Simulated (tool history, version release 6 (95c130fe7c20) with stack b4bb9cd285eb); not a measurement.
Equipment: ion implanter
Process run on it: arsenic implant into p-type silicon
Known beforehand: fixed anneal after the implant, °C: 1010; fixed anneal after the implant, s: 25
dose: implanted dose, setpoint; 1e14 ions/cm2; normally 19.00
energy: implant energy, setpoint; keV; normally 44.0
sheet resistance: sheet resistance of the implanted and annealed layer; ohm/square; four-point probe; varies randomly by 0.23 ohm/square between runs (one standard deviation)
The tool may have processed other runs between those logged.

| run | day | dose | energy | wafers since the last listed run | hours since the last dose calibration | hours since the extraction supply was calibrated | hours since the gauge calibration | read-back reference wafer on the same gauge, sheet resistance | sheet resistance |
|---|---|---|---|---|---|---|---|---|---|
| 1 | 0.000 | 19.00 | 44.0 | 0 | 1139.6 | 6447.5 | 608.4 | 84.31 | 75.30 |
| 2 | 1.542 | 19.00 | 44.0 | 1197 | 1176.6 | 6484.5 | 645.4 | 84.33 | 75.23 |
| 3 | 3.658 | 19.00 | 44.0 | 1644 | 1227.4 | 6535.3 | 696.2 | 84.30 | 74.82 |
| 4 | 5.567 | 19.00 | 44.0 | 1482 | 1273.2 | 6581.1 | 742.0 | 84.41 | 75.12 |
| 5 | 7.050 | 20.59 | 50.5 | 1152 | 1308.8 | 6616.7 | 777.6 | 84.33 | 68.46 |
| 6 | 8.358 | 20.59 | 50.5 | 1016 | 1340.2 | 6648.1 | 809.0 | 84.32 | 68.77 |
| 7 | 9.879 | 19.00 | 38.5 | 1181 | 1376.7 | 6684.6 | 845.5 | 84.36 | 78.15 |
| 8 | 11.204 | 19.00 | 38.5 | 1029 | 1408.5 | 6716.4 | 877.3 | 84.36 | 78.41 |
| 9 | 12.796 | 23.21 | 44.0 | 1236 | 1446.7 | 6754.6 | 915.5 | 84.30 | 69.37 |
| 10 | 15.600 | 19.00 | 44.0 | 2178 | 1514.0 | 6821.9 | 982.8 | 84.28 | 74.23 |
| 11 | 16.812 | 22.82 | 37.0 | 942 | 1543.1 | 6851.0 | 1011.9 | 84.34 | 75.17 |
| 12 | 19.488 | 22.82 | 37.0 | 2078 | 1607.3 | 6915.2 | 1076.1 | 84.37 | 75.06 |
| 13 | 21.762 | 22.82 | 37.0 | 1767 | 1661.9 | 6969.8 | 1130.7 | 84.32 | 75.04 |
| 14 | 23.100 | 19.00 | 51.5 | 1039 | 1694.0 | 7001.9 | 1162.8 | 84.24 | 70.69 |
|  | 24.479 | extraction supply calibrated |
| 15 | 25.208 | 19.00 | 51.5 | 1379 | 1744.6 | 17.5 | 1213.4 | 84.37 | 70.63 |
| 16 | 27.983 | 19.00 | 44.0 | 2155 | 1811.2 | 84.1 | 1280.0 | 84.31 | 73.95 |
| 17 | 36.162 | 19.00 | 52.0 | 6354 | 2007.5 | 280.4 | 1476.3 | 84.34 | 70.26 |
| 18 | 38.117 | 19.00 | 50.5 | 1518 | 2054.4 | 327.3 | 1523.2 | 84.26 | 70.33 |
| 19 | 40.150 | 19.00 | 44.0 | 1579 | 2103.2 | 376.1 | 1572.0 | 84.30 | 73.89 |
|  | 44.146 | gauge calibrated |
| 20 | 48.496 | 20.95 | 44.0 | 6483 | 2303.5 | 576.4 | 104.4 | 84.30 | 71.32 |
| 21 | 49.567 | 20.95 | 44.0 | 831 | 2329.2 | 602.1 | 130.1 | 84.36 | 71.13 |
|  | 50.433 | Faraday cup replaced and dose calibrated |
| 22 | 52.467 | 21.81 | 51.5 | 1994 | 48.8 | 671.7 | 199.7 | 84.24 | 66.81 |
| 23 | 55.458 | 19.00 | 44.0 | 2324 | 120.6 | 743.5 | 271.5 | 84.31 | 75.48 |
| 24 | 57.058 | 16.59 | 56.5 | 1243 | 159.0 | 781.9 | 309.9 | 84.27 | 74.70 |
| 25 | 58.908 | 13.82 | 33.5 | 1437 | 203.4 | 826.3 | 354.3 | 84.29 | 93.80 |
| 26 | 60.454 | 19.00 | 33.0 | 1200 | 240.5 | 863.4 | 391.4 | 84.25 | 83.53 |
| 27 | 63.054 | 19.00 | 44.0 | 2019 | 302.9 | 925.8 | 453.8 | 84.36 | 75.07 |
| 28 | 64.433 | 14.53 | 31.0 | 1071 | 336.0 | 958.9 | 486.9 | 84.26 | 93.49 |
| 29 | 65.662 | 21.07 | 52.5 | 954 | 365.5 | 988.4 | 516.4 | 84.27 | 67.72 |
| 30 | 68.175 | 13.37 | 52.0 | 1951 | 425.8 | 1048.7 | 576.7 | 84.41 | 86.42 |
| 31 | 70.862 | 19.00 | 44.0 | 2087 | 490.3 | 1113.2 | 641.2 | 84.20 | 75.31 |

5 ways to go on from here, each from the tool as it stands after run 31. What would each give?
| A | 70.879 | 15.81 | 44.0 | 12 | 490.7 | 1113.6 | 641.6 | ? | ? |
| B | 70.879 | 21.95 | 44.0 | 12 | 490.7 | 1113.6 | 641.6 | ? | ? |
| C | 70.879 | 21.58 | 44.0 | 12 | 490.7 | 1113.6 | 641.6 | ? | ? |
| D | 70.879 | 14.50 | 34.0 | 12 | 490.7 | 1113.6 | 641.6 | ? | ? |
| E | 70.879 | 19.00 | 56.5 | 12 | 490.7 | 1113.6 | 641.6 | ? | ? |

| run | read-back reference wafer on the same gauge, sheet resistance | sheet resistance |
|---|---|---|
| A | 84.25 | 82.22 |
| B | 84.25 | 71.67 |
| C | 84.25 | 72.10 |
| D | 84.25 | 92.02 |
| E | 84.25 | 69.57 |
The same runs, with their run-to-run variation unchanged, on a tool lacking any hidden condition would have given:
| run | sheet resistance |
|---|---|
| A | 82.13 |
| B | 71.62 |
| C | 72.05 |
| D | 91.93 |
| E | 69.50 |
